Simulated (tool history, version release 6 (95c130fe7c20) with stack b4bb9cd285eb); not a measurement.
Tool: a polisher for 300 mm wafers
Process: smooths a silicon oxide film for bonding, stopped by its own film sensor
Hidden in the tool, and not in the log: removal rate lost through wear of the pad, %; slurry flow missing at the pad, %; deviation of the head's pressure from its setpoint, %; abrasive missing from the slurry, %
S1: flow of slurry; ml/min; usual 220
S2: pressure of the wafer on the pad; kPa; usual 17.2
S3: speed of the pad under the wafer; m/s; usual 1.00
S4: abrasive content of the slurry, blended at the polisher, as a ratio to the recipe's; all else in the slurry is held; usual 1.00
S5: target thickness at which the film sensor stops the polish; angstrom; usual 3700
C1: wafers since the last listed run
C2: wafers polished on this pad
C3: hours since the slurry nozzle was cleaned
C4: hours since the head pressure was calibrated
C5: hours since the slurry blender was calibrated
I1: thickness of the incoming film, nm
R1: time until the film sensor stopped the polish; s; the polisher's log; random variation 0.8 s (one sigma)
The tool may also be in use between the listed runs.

{"run": 1, "hour": 0.0, "S1": 220, "S2": 17.2, "S3": 1.0, "S4": 1.0, "S5": 3700, "C1": 0, "C2": 1025, "C3": 373.6, "C4": 15.0, "C5": 435.4, "I1": 416.0, "R1": 56.4}
{"hour": 34.8, "done": "slurry blender recalibrated"}
{"hour": 41.0, "done": "slurry nozzle cleaned"}
{"run": 2, "hour": 57.5, "S1": 220, "S2": 17.2, "S3": 1.0, "S4": 1.0, "S5": 3700, "C1": 429, "C2": 1455, "C3": 16.5, "C4": 72.5, "C5": 22.7, "I1": 414.9, "R1": 56.5}
{"run": 3, "hour": 106.0, "S1": 220, "S2": 17.2, "S3": 1.0, "S4": 1.0, "S5": 3700, "C1": 381, "C2": 1836, "C3": 65.0, "C4": 121.0, "C5": 71.2, "I1": 418.4, "R1": 60.9}
{"run": 4, "hour": 148.2, "S1": 220, "S2": 17.2, "S3": 1.0, "S4": 1.0, "S5": 3700, "C1": 332, "C2": 2169, "C3": 107.2, "C4": 163.2, "C5": 113.4, "I1": 425.7, "R1": 71.2}
{"run": 5, "hour": 215.3, "S1": 220, "S2": 17.2, "S3": 1.0, "S4": 1.0, "S5": 3700, "C1": 528, "C2": 2697, "C3": 174.3, "C4": 230.3, "C5": 180.5, "I1": 426.7, "R1": 70.0}
{"run": 6, "hour": 251.6, "S1": 220, "S2": 17.2, "S3": 1.0, "S4": 1.0, "S5": 3700, "C1": 285, "C2": 2983, "C3": 210.6, "C4": 266.6, "C5": 216.8, "I1": 413.6, "R1": 54.1}
{"hour": 292.0, "done": "worn pad replaced by a new one"}
{"run": 7, "hour": 292.5, "S1": 220, "S2": 17.2, "S3": 1.0, "S4": 1.0, "S5": 3700, "C1": 290, "C2": 3, "C3": 251.5, "C4": 307.5, "C5": 257.7, "I1": 417.2, "R1": 51.5}
{"run": 8, "hour": 353.7, "S1": 220, "S2": 17.2, "S3": 1.0, "S4": 1.0, "S5": 3700, "C1": 481, "C2": 485, "C3": 312.7, "C4": 368.7, "C5": 318.9, "I1": 424.6, "R1": 60.5}
{"run": 9, "hour": 391.4, "S1": 220, "S2": 17.2, "S3": 1.0, "S4": 1.0, "S5": 3700, "C1": 296, "C2": 782, "C3": 350.4, "C4": 406.4, "C5": 356.6, "I1": 423.1, "R1": 58.7}
{"hour": 393.9, "done": "head pressure recalibrated"}
{"run": 10, "hour": 456.2, "S1": 220, "S2": 19.3, "S3": 1.0, "S4": 1.0, "S5": 3700, "C1": 494, "C2": 1277, "C3": 415.2, "C4": 62.3, "C5": 421.4, "I1": 424.7, "R1": 60.2}
{"run": 11, "hour": 497.9, "S1": 220, "S2": 14.5, "S3": 1.0, "S4": 1.0, "S5": 3700, "C1": 328, "C2": 1605, "C3": 456.9, "C4": 104.0, "C5": 463.1, "I1": 423.2, "R1": 79.4}
{"hour": 533.1, "done": "slurry blender recalibrated"}
{"run": 12, "hour": 533.6, "S1": 220, "S2": 17.2, "S3": 1.0, "S4": 1.0, "S5": 3700, "C1": 265, "C2": 1870, "C3": 492.6, "C4": 139.7, "C5": 0.5, "I1": 415.0, "R1": 55.6}
{"run": 13, "hour": 572.1, "S1": 220, "S2": 17.2, "S3": 1.0, "S4": 1.0, "S5": 3700, "C1": 303, "C2": 2174, "C3": 531.1, "C4": 178.2, "C5": 39.0, "I1": 415.7, "R1": 56.6}
{"hour": 576.5, "done": "slurry nozzle cleaned"}
{"run": 14, "hour": 643.0, "S1": 220, "S2": 17.2, "S3": 1.0, "S4": 1.0, "S5": 3700, "C1": 550, "C2": 2724, "C3": 66.5, "C4": 249.1, "C5": 109.9, "I1": 421.7, "R1": 63.6}
{"run": 15, "hour": 673.3, "S1": 250, "S2": 17.2, "S3": 1.0, "S4": 1.0, "S5": 3700, "C1": 238, "C2": 2963, "C3": 96.8, "C4": 279.4, "C5": 140.2, "I1": 423.9, "R1": 64.1}
{"run": 16, "hour": 708.1, "S1": 220, "S2": 17.2, "S3": 1.0, "S4": 1.0, "S5": 3700, "C1": 274, "C2": 3237, "C3": 131.6, "C4": 314.2, "C5": 175.0, "I1": 427.9, "R1": 69.2}
{"hour": 731.3, "done": "worn pad replaced by a new one"}
{"run": 17, "hour": 779.1, "S1": 220, "S2": 17.2, "S3": 1.0, "S4": 1.0, "S5": 3700, "C1": 527, "C2": 376, "C3": 202.6, "C4": 385.2, "C5": 246.0, "I1": 417.6, "R1": 52.2}
{"run": 18, "hour": 834.8, "S1": 220, "S2": 17.2, "S3": 1.0, "S4": 1.15, "S5": 3700, "C1": 438, "C2": 814, "C3": 258.3, "C4": 440.9, "C5": 301.7, "I1": 423.8, "R1": 56.4}
{"run": 19, "hour": 867.6, "S1": 220, "S2": 17.2, "S3": 1.0, "S4": 1.0, "S5": 3700, "C1": 258, "C2": 1073, "C3": 291.1, "C4": 473.7, "C5": 334.5, "I1": 425.3, "R1": 61.3}
{"hour": 904.4, "done": "head pressure recalibrated"}
{"run": 20, "hour": 919.9, "S1": 220, "S2": 17.2, "S3": 1.22, "S4": 1.0, "S5": 3700, "C1": 396, "C2": 1469, "C3": 343.4, "C4": 15.5, "C5": 386.8, "I1": 416.1, "R1": 50.0}
{"run": 21, "hour": 966.0, "S1": 220, "S2": 17.2, "S3": 1.0, "S4": 1.0, "S5": 3700, "C1": 363, "C2": 1832, "C3": 389.5, "C4": 61.6, "C5": 432.9, "I1": 422.4, "R1": 66.2}
{"hour": 988.0, "done": "slurry blender recalibrated"}
{"run": 22, "hour": 1003.5, "S1": 220, "S2": 17.2, "S3": 1.0, "S4": 1.0, "S5": 3700, "C1": 279, "C2": 2111, "C3": 427.0, "C4": 99.1, "C5": 15.5, "I1": 418.7, "R1": 60.7}
{"run": 23, "hour": 1049.0, "S1": 220, "S2": 17.2, "S3": 0.68, "S4": 1.0, "S5": 3700, "C1": 358, "C2": 2470, "C3": 472.5, "C4": 144.6, "C5": 61.0, "I1": 417.7, "R1": 76.1}
{"hour": 1068.3, "done": "worn pad replaced by a new one"}
{"hour": 1071.0, "done": "slurry nozzle cleaned"}
{"run": 24, "hour": 1074.1, "S1": 220, "S2": 17.2, "S3": 1.0, "S4": 0.8, "S5": 3700, "C1": 158, "C2": 37, "C3": 3.1, "C4": 169.7, "C5": 86.1, "I1": 416.3, "R1": 57.0}
{"run": 25, "hour": 1100.6, "S1": 220, "S2": 17.2, "S3": 1.0, "S4": 1.0, "S5": 3700, "C1": 208, "C2": 246, "C3": 29.6, "C4": 196.2, "C5": 112.6, "I1": 422.9, "R1": 62.0}
{"run": 26, "hour": 1144.4, "S1": 220, "S2": 17.2, "S3": 1.0, "S4": 1.15, "S5": 3800, "C1": 344, "C2": 591, "C3": 73.4, "C4": 240.0, "C5": 156.4, "I1": 421.0, "R1": 44.7}
{"run": 27, "hour": 1180.3, "S1": 220, "S2": 20.0, "S3": 1.0, "S4": 1.25, "S5": 3700, "C1": 282, "C2": 874, "C3": 109.3, "C4": 275.9, "C5": 192.3, "I1": 418.0, "R1": 43.7}
{"run": 28, "hour": 1243.1, "S1": 220, "S2": 17.2, "S3": 1.0, "S4": 1.15, "S5": 3840, "C1": 494, "C2": 1368, "C3": 172.1, "C4": 338.7, "C5": 255.1, "I1": 423.8, "R1": 43.1}
{"run": 29, "hour": 1296.1, "S1": 220, "S2": 20.7, "S3": 1.0, "S4": 1.0, "S5": 3700, "C1": 417, "C2": 1786, "C3": 225.1, "C4": 391.7, "C5": 308.1, "I1": 420.0, "R1": 48.7}
{"run": 30, "hour": 1377.2, "S1": 240, "S2": 17.2, "S3": 1.0, "S4": 1.0, "S5": 3700, "C1": 638, "C2": 2424, "C3": 306.2, "C4": 472.8, "C5": 389.2, "I1": 419.7, "R1": 55.8}

The same runs without the tool's hidden state, with the same run-to-run variation:
run=1 R1=51.8
run=2 R1=51.2
run=3 R1=54.9
run=4 R1=64.3
run=5 R1=63.6
run=6 R1=49.4
run=7 R1=53.2
run=8 R1=61.1
run=9 R1=59.0
run=10 R1=55.4
run=11 R1=72.6
run=12 R1=50.7
run=13 R1=51.7
run=14 R1=58.6
run=15 R1=59.3
run=16 R1=64.6
run=17 R1=53.3
run=18 R1=57.1
run=19 R1=62.2
run=20 R1=45.5
run=21 R1=59.8
run=22 R1=54.7
run=23 R1=68.6
run=24 R1=57.3
run=25 R1=61.3
run=26 R1=43.5
run=27 R1=42.2
run=28 R1=41.6
run=29 R1=47.3
run=30 R1=55.2
